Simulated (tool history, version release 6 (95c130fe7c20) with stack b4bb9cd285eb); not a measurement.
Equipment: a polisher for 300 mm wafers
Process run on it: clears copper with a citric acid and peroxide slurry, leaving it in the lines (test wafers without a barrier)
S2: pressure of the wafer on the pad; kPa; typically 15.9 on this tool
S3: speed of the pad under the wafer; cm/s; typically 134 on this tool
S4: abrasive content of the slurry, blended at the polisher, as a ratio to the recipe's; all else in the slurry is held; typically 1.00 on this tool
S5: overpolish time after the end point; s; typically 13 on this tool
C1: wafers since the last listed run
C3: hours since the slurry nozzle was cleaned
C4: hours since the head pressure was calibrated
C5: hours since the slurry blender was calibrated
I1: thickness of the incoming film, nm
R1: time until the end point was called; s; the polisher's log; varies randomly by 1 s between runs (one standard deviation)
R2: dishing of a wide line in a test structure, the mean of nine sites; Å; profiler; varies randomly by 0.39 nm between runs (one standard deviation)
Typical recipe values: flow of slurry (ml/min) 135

Run 1, hour 0.0: usual settings; C1 0; wafers polished on this pad 422; C3 0.3; C4 62.2; C5 70.5; I1 242.5. Result: R1 106.2 s, R2 202 Å.
Run 2, hour 53.6: usual settings; C1 338; wafers polished on this pad 760; C3 53.9; C4 115.8; C5 124.1; I1 241.3. Result: R1 108.5 s, R2 202 Å.
Run 3, hour 79.1: usual settings but flow of slurry (ml/min) 165; C1 160; wafers polished on this pad 921; C3 79.4; C4 141.3; C5 149.6; I1 239.8. Result: R1 105.6 s, R2 206 Å.
At hour 113.3: worn pad replaced by a new one.
Run 4, hour 121.0: usual settings but S5 7 s; C1 239; wafers polished on this pad 48; C3 121.3; C4 183.2; C5 191.5; I1 239.3. Result: R1 104.7 s, R2 115 Å.
At hour 144.1: slurry blender recalibrated.
Run 5, hour 179.7: usual settings but S5 7 s; C1 357; wafers polished on this pad 406; C3 180.0; C4 241.9; C5 35.6; I1 241.5. Result: R1 107.8 s, R2 114 Å.
Run 6, hour 224.0: usual settings but S5 7 s; C1 279; wafers polished on this pad 685; C3 224.3; C4 286.2; C5 79.9; I1 237.4. Result: R1 109.4 s, R2 113 Å.
Run 7, hour 288.1: usual settings; C1 404; wafers polished on this pad 1090; C3 288.4; C4 350.3; C5 144.0; I1 240.0. Result: R1 110.3 s, R2 196 Å.
At hour 321.8: worn pad replaced by a new one.
Run 8, hour 352.7: usual settings; C1 382; wafers polished on this pad 194; C3 353.0; C4 414.9; C5 208.6; I1 235.4. Result: R1 103.8 s, R2 202 Å.
At hour 368.7: slurry blender recalibrated.
Run 9, hour 401.5: usual settings; C1 295; wafers polished on this pad 490; C3 401.8; C4 463.7; C5 32.8; I1 241.1. Result: R1 110.3 s, R2 200 Å.
Run 10, hour 455.4: usual settings but S3 114 cm/s; C1 340; wafers polished on this pad 830; C3 455.7; C4 517.6; C5 86.7; I1 239.7. Result: R1 127.6 s, R2 178 Å.
Run 11, hour 494.7: usual settings but flow of slurry (ml/min) 95, S2 11.7 kPa, S5 9 s; C1 247; wafers polished on this pad 1078; C3 495.0; C4 556.9; C5 126.0; I1 240.2. Result: R1 165.8 s, R2 95 Å.
Run 12, hour 522.6: usual settings but flow of slurry (ml/min) 110; C1 176; wafers polished on this pad 1254; C3 522.9; C4 584.8; C5 153.9; I1 240.3. Result: R1 120.4 s, R2 187 Å.
At hour 541.4: worn pad replaced by a new one.
At hour 552.7: slurry blender recalibrated.
Run 13, hour 567.1: usual settings but S2 11.0 kPa, S3 114 cm/s, S4 0.80, S5 6 s; C1 242; wafers polished on this pad 149; C3 567.4; C4 629.3; C5 14.4; I1 237.5. Result: R1 182.0 s, R2 58 Å.
Run 14, hour 606.0: usual settings; C1 245; wafers polished on this pad 395; C3 606.3; C4 668.2; C5 53.3; I1 238.2. Result: R1 111.2 s, R2 192 Å.
At hour 624.0: slurry nozzle cleaned.
At hour 672.1: head pressure recalibrated.
Run 15, hour 682.7: usual settings; C1 465; wafers polished on this pad 860; C3 58.7; C4 10.6; C5 130.0; I1 238.2. Result: R1 105.6 s, R2 205 Å.
At hour 717.9: worn pad replaced by a new one.
At hour 749.8: slurry blender recalibrated.
Run 16, hour 750.8: usual settings; C1 391; wafers polished on this pad 195; C3 126.8; C4 78.7; C5 1.0; I1 239.2. Result: R1 105.8 s, R2 204 Å.
Run 17, hour 797.0: usual settings but S3 158 cm/s, S5 8 s; C1 291; wafers polished on this pad 486; C3 173.0; C4 124.9; C5 47.2; I1 239.5. Result: R1 96.0 s, R2 148 Å.
Run 18, hour 862.4: usual settings but S2 12.4 kPa, S3 90 cm/s, S5 5 s; C1 412; wafers polished on this pad 899; C3 238.4; C4 190.3; C5 112.6; I1 238.9. Result: R1 183.2 s, R2 49 Å.
At hour 887.5: worn pad replaced by a new one.
Run 19, hour 916.4: usual settings; C1 315; wafers polished on this pad 182; C3 292.4; C4 244.3; C5 166.6; I1 240.6. Result: R1 106.9 s, R2 203 Å.
At hour 966.3: slurry blender recalibrated.
Run 20, hour 986.4: usual settings but S2 12.4 kPa, S3 154 cm/s, S5 10 s; C1 429; wafers polished on this pad 611; C3 362.4; C4 314.3; C5 20.1; I1 238.6. Result: R1 124.2 s, R2 135 Å.

Here are 5 independent what-if runs from the current tool condition. What would each one return?
Run A, hour 986.9: usual settings but S4 0.75; C1 3; wafers polished on this pad 614; C3 362.9; C4 314.8; C5 20.6; I1 240.4. Result: R1 ?, R2 ?.
Run B, hour 986.9: usual settings but S3 120 cm/s, S5 11 s; C1 3; wafers polished on this pad 614; C3 362.9; C4 314.8; C5 20.6; I1 240.4. Result: R1 ?, R2 ?.
Run C, hour 986.9: usual settings but flow of slurry (ml/min) 115, S5 10 s; C1 3; wafers polished on this pad 614; C3 362.9; C4 314.8; C5 20.6; I1 240.4. Result: R1 ?, R2 ?.
Run D, hour 986.9: usual settings but flow of slurry (ml/min) 170, S3 178 cm/s, S4 0.75; C1 3; wafers polished on this pad 614; C3 362.9; C4 314.8; C5 20.6; I1 240.4. Result: R1 ?, R2 ?.
Run E, hour 986.9: usual settings but flow of slurry (ml/min) 120, S3 100 cm/s, S4 1.15, S5 7 s; C1 3; wafers polished on this pad 614; C3 362.9; C4 314.8; C5 20.6; I1 240.4. Result: R1 ?, R2 ?.

run     R1   R2
  A  116.1  187
  B  119.5  156
  C  113.1  150
  D   90.3  235
  E  134.7   90
With no hidden state in the tool, these same runs would have given:
run     R1   R2
  A  108.2  199
  B  111.4  166
  C  105.0  161
  D   84.6  249
  E  125.2   97
